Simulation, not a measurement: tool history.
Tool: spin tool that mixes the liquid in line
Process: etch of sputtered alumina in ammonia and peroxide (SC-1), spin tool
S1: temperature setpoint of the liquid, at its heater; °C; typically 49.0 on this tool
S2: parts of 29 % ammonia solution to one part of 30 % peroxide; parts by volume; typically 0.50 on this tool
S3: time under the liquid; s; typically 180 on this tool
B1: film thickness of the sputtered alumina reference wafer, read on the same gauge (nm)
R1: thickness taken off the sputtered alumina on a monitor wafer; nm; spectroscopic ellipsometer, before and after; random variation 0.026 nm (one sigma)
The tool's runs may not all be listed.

{"run": 1, "day": 0.0, "S1": 53.5, "S2": 0.5, "S3": 180, "B1": 30.01, "R1": 10.52}
{"run": 2, "day": 2.017, "S1": 53.5, "S2": 0.5, "S3": 180, "B1": 30.0, "R1": 10.56}
{"run": 3, "day": 4.417, "S1": 53.5, "S2": 0.7, "S3": 180, "B1": 29.97, "R1": 10.86}
{"run": 4, "day": 6.308, "S1": 53.5, "S2": 0.7, "S3": 180, "B1": 29.97, "R1": 10.9}
{"run": 5, "day": 9.029, "S1": 53.5, "S2": 0.7, "S3": 180, "B1": 30.01, "R1": 10.83}
{"run": 6, "day": 12.075, "S1": 49.0, "S2": 0.5, "S3": 180, "B1": 30.01, "R1": 8.25}
{"run": 7, "day": 15.667, "S1": 49.0, "S2": 0.5, "S3": 180, "B1": 30.0, "R1": 8.17}
{"day": 16.308, "done": "heated supply line repaired"}
{"run": 8, "day": 17.825, "S1": 49.0, "S2": 0.5, "S3": 180, "B1": 30.02, "R1": 8.25}
{"day": 19.183, "done": "thermometer replaced"}
{"run": 9, "day": 20.046, "S1": 49.0, "S2": 0.35, "S3": 140, "B1": 30.0, "R1": 6.14}
{"run": 10, "day": 24.0, "S1": 49.0, "S2": 0.35, "S3": 140, "B1": 30.04, "R1": 6.17}
{"day": 24.538, "done": "gauge calibrated"}
{"run": 11, "day": 26.054, "S1": 49.0, "S2": 0.65, "S3": 180, "B1": 29.99, "R1": 8.36}
{"run": 12, "day": 29.025, "S1": 49.0, "S2": 0.65, "S3": 180, "B1": 30.02, "R1": 8.43}
{"day": 30.658, "done": "new drum of ammonia solution connected"}
{"run": 13, "day": 31.679, "S1": 49.0, "S2": 0.5, "S3": 180, "B1": 29.96, "R1": 8.35}
{"run": 14, "day": 34.171, "S1": 53.0, "S2": 0.5, "S3": 180, "B1": 30.02, "R1": 10.29}
{"day": 38.417, "done": "ammonia flow meter replaced"}
{"run": 15, "day": 43.954, "S1": 49.0, "S2": 0.5, "S3": 180, "B1": 29.99, "R1": 8.29}
{"run": 16, "day": 45.479, "S1": 55.0, "S2": 0.4, "S3": 95, "B1": 30.02, "R1": 5.88}
{"day": 45.721, "done": "thermometer replaced"}
{"run": 17, "day": 48.058, "S1": 56.5, "S2": 0.25, "S3": 275, "B1": 30.02, "R1": 17.67}
{"run": 18, "day": 51.275, "S1": 49.0, "S2": 0.5, "S3": 215, "B1": 29.99, "R1": 9.84}
{"run": 19, "day": 55.271, "S1": 49.0, "S2": 0.5, "S3": 180, "B1": 30.06, "R1": 8.25}
{"day": 55.775, "done": "heated supply line repaired"}
{"run": 20, "day": 57.638, "S1": 49.0, "S2": 0.5, "S3": 130, "B1": 29.98, "R1": 5.94}
{"run": 21, "day": 59.746, "S1": 45.0, "S2": 0.55, "S3": 180, "B1": 30.03, "R1": 6.63}

What does the tool deliver on the next run?
{"run": 22, "day": 63.658, "S1": 55.0, "S2": 0.4, "S3": 120, "B1": "?", "R1": "?"}

{"run 22": {"B1": 30.03, "R1": 7.39}}
The same run, on a tool lacking any hidden state, would have yielded R1 7.47 nm.
